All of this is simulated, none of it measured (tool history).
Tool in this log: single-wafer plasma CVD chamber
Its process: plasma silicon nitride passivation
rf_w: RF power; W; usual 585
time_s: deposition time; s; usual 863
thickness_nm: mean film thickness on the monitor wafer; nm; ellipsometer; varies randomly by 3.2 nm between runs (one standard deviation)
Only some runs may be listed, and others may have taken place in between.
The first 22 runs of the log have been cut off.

| run | hour | rf_w | time_s | wafers since the last listed run | hours since the last RF generator calibration | hours since the showerhead was replaced | hours since the gauge calibration | read-back reference wafer on the same gauge, thickness_nm | thickness_nm |
|---|---|---|---|---|---|---|---|---|---|
| 23 | 1184.8 | 585 | 863 | 81 | 138.0 | 347.9 | 336.7 | 1531.296 | 1325.306 |
| 24 | 1243.1 | 505 | 992 | 129 | 196.3 | 406.2 | 395.0 | 1530.581 | 1452.323 |
| 25 | 1288.7 | 645 | 721 | 101 | 241.9 | 451.8 | 440.6 | 1530.414 | 1138.216 |
| 26 | 1326.3 | 585 | 863 | 83 | 279.5 | 489.4 | 478.2 | 1531.166 | 1321.815 |
| 27 | 1392.9 | 505 | 863 | 148 | 346.1 | 556.0 | 544.8 | 1530.244 | 1256.848 |
| 28 | 1462.1 | 685 | 734 | 154 | 415.3 | 625.2 | 614.0 | 1529.586 | 1177.985 |
| 29 | 1494.8 | 585 | 863 | 72 | 448.0 | 657.9 | 646.7 | 1530.408 | 1320.462 |
| 30 | 1568.8 | 670 | 863 | 164 | 522.0 | 731.9 | 720.7 | 1530.002 | 1375.441 |
| 31 | 1638.2 | 675 | 955 | 154 | 591.4 | 801.3 | 790.1 | 1529.656 | 1522.790 |
| 32 | 1715.5 | 535 | 702 | 172 | 668.7 | 878.6 | 867.4 | 1530.644 | 1039.134 |

Forecast each of these 4 alternatives for the next run:
| A | 1716.1 | 585 | 863 | 1 | 669.3 | 879.2 | 868.0 | ? | ? |
| B | 1716.1 | 645 | 934 | 1 | 669.3 | 879.2 | 868.0 | ? | ? |
| C | 1716.1 | 540 | 969 | 1 | 669.3 | 879.2 | 868.0 | ? | ? |
| D | 1716.1 | 585 | 995 | 1 | 669.3 | 879.2 | 868.0 | ? | ? |

| run | read-back reference wafer on the same gauge, thickness_nm | thickness_nm |
|---|---|---|
| A | 1531.335 | 1315.841 |
| B | 1531.335 | 1467.919 |
| C | 1531.335 | 1441.089 |
| D | 1531.335 | 1517.105 |
Without the tool's hidden state the same runs would have given:
| run | thickness_nm |
|---|---|
| A | 1332.041 |
| B | 1485.992 |
| C | 1458.831 |
| D | 1535.783 |
